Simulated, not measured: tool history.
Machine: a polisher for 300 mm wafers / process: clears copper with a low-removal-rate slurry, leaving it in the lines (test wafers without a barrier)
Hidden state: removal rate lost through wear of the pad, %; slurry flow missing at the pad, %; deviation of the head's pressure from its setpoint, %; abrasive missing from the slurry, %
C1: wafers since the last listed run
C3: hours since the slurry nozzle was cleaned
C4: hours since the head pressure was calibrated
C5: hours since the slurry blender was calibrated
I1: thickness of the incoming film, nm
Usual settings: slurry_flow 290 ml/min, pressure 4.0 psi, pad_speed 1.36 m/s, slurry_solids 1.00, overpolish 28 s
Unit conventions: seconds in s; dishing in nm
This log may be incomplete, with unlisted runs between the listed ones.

run 1 day=0.000 | slurry_flow=290 pressure=2.9 pad_speed=1.36 slurry_solids=1.00 overpolish=28 | C1=0 wafers_polished_on_this_pad=1493 C3=468.5 C4=116.8 C5=84.3 | I1=608.4 | seconds=174.1 dishing=67.6
-- day=0.762 worn pad replaced by a new one
run 2 day=1.496 | slurry_flow=290 pressure=2.9 pad_speed=1.36 slurry_solids=1.00 overpolish=28 | C1=215 wafers_polished_on_this_pad=118 C3=504.4 C4=152.7 C5=120.2 | I1=620.9 | seconds=180.8 dishing=63.6
run 3 day=2.633 | slurry_flow=290 pressure=4.0 pad_speed=1.36 slurry_solids=1.00 overpolish=28 | C1=184 wafers_polished_on_this_pad=303 C3=531.7 C4=180.0 C5=147.5 | I1=617.7 | seconds=142.9 dishing=79.0
run 4 day=3.792 | slurry_flow=290 pressure=4.0 pad_speed=1.36 slurry_solids=1.00 overpolish=28 | C1=188 wafers_polished_on_this_pad=491 C3=559.5 C4=207.8 C5=175.3 | I1=608.9 | seconds=143.1 dishing=78.2
run 5 day=4.954 | slurry_flow=290 pressure=3.5 pad_speed=1.36 slurry_solids=1.00 overpolish=22 | C1=188 wafers_polished_on_this_pad=680 C3=587.4 C4=235.7 C5=203.2 | I1=607.4 | seconds=154.7 dishing=59.5
-- day=5.796 head pressure recalibrated, repeated, since the last time left the tool worse
run 6 day=6.150 | slurry_flow=385 pressure=4.0 pad_speed=1.36 slurry_solids=1.00 overpolish=40 | C1=180 wafers_polished_on_this_pad=860 C3=616.1 C4=8.5 C5=231.9 | I1=602.7 | seconds=120.5 dishing=110.3
run 7 day=6.788 | slurry_flow=290 pressure=4.0 pad_speed=1.36 slurry_solids=1.00 overpolish=28 | C1=103 wafers_polished_on_this_pad=964 C3=631.4 C4=23.8 C5=247.2 | I1=620.0 | seconds=129.9 dishing=85.7
run 8 day=7.412 | slurry_flow=290 pressure=2.9 pad_speed=1.36 slurry_solids=1.00 overpolish=28 | C1=101 wafers_polished_on_this_pad=1065 C3=646.4 C4=38.8 C5=262.2 | I1=621.0 | seconds=161.3 dishing=72.2
-- day=8.162 slurry blender recalibrated
run 9 day=8.450 | slurry_flow=290 pressure=2.9 pad_speed=1.36 slurry_solids=1.00 overpolish=28 | C1=154 wafers_polished_on_this_pad=1220 C3=671.3 C4=63.7 C5=6.9 | I1=609.6 | seconds=158.4 dishing=73.5
run 10 day=9.654 | slurry_flow=290 pressure=4.0 pad_speed=1.36 slurry_solids=1.00 overpolish=41 | C1=195 wafers_polished_on_this_pad=1415 C3=700.2 C4=92.6 C5=35.8 | I1=613.1 | seconds=125.9 dishing=112.6
-- day=10.812 worn pad replaced by a new one
run 11 day=11.154 | slurry_flow=290 pressure=2.8 pad_speed=1.36 slurry_solids=1.00 overpolish=28 | C1=216 wafers_polished_on_this_pad=55 C3=736.2 C4=128.6 C5=71.8 | I1=619.6 | seconds=166.5 dishing=68.9
run 12 day=12.546 | slurry_flow=290 pressure=2.7 pad_speed=1.22 slurry_solids=1.15 overpolish=28 | C1=225 wafers_polished_on_this_pad=281 C3=769.6 C4=162.0 C5=105.2 | I1=620.8 | seconds=188.0 dishing=62.4
run 13 day=13.108 | slurry_flow=290 pressure=3.2 pad_speed=0.94 slurry_solids=1.10 overpolish=28 | C1=91 wafers_polished_on_this_pad=372 C3=783.1 C4=175.5 C5=118.7 | I1=615.1 | seconds=216.3 dishing=57.2
run 14 day=14.404 | slurry_flow=290 pressure=4.0 pad_speed=1.36 slurry_solids=0.70 overpolish=23 | C1=210 wafers_polished_on_this_pad=583 C3=814.2 C4=206.6 C5=149.8 | I1=624.2 | seconds=134.8 dishing=70.6
run 15 day=15.129 | slurry_flow=290 pressure=2.8 pad_speed=1.36 slurry_solids=1.25 overpolish=28 | C1=117 wafers_polished_on_this_pad=700 C3=831.6 C4=224.0 C5=167.2 | I1=611.1 | seconds=158.9 dishing=69.7
-- day=15.279 slurry nozzle cleaned
run 16 day=16.062 | slurry_flow=290 pressure=4.0 pad_speed=1.36 slurry_solids=1.00 overpolish=28 | C1=144 wafers_polished_on_this_pad=845 C3=18.8 C4=246.4 C5=189.6 | I1=621.1 | seconds=129.0 dishing=85.1
run 17 day=17.308 | slurry_flow=290 pressure=4.0 pad_speed=1.36 slurry_solids=1.00 overpolish=28 | C1=202 wafers_polished_on_this_pad=1047 C3=48.7 C4=276.3 C5=219.5 | I1=624.7 | seconds=131.5 dishing=80.4
run 18 day=17.938 | slurry_flow=290 pressure=4.0 pad_speed=1.36 slurry_solids=1.00 overpolish=28 | C1=102 wafers_polished_on_this_pad=1149 C3=63.8 C4=291.4 C5=234.6 | I1=611.9 | seconds=127.9 dishing=86.0
-- day=19.171 slurry blender recalibrated
run 19 day=22.158 | slurry_flow=240 pressure=4.0 pad_speed=1.52 slurry_solids=0.90 overpolish=28 | C1=671 wafers_polished_on_this_pad=1821 C3=165.1 C4=392.7 C5=71.7 | I1=624.8 | seconds=122.7 dishing=88.4

Forecast run 20:
run 20 day=22.950 | slurry_flow=290 pressure=3.4 pad_speed=1.36 slurry_solids=1.00 overpolish=28 | C1=128 wafers_polished_on_this_pad=1949 C3=184.1 C4=411.7 C5=90.7 | I1=606.9 | seconds=? dishing=?

Run 20 measured seconds 144.2 s, dishing 75.0 nm.
Were there no unlogged condition in the tool, this run, its random variation unchanged, would have produced seconds 140.3 s, dishing 76.7 nm.

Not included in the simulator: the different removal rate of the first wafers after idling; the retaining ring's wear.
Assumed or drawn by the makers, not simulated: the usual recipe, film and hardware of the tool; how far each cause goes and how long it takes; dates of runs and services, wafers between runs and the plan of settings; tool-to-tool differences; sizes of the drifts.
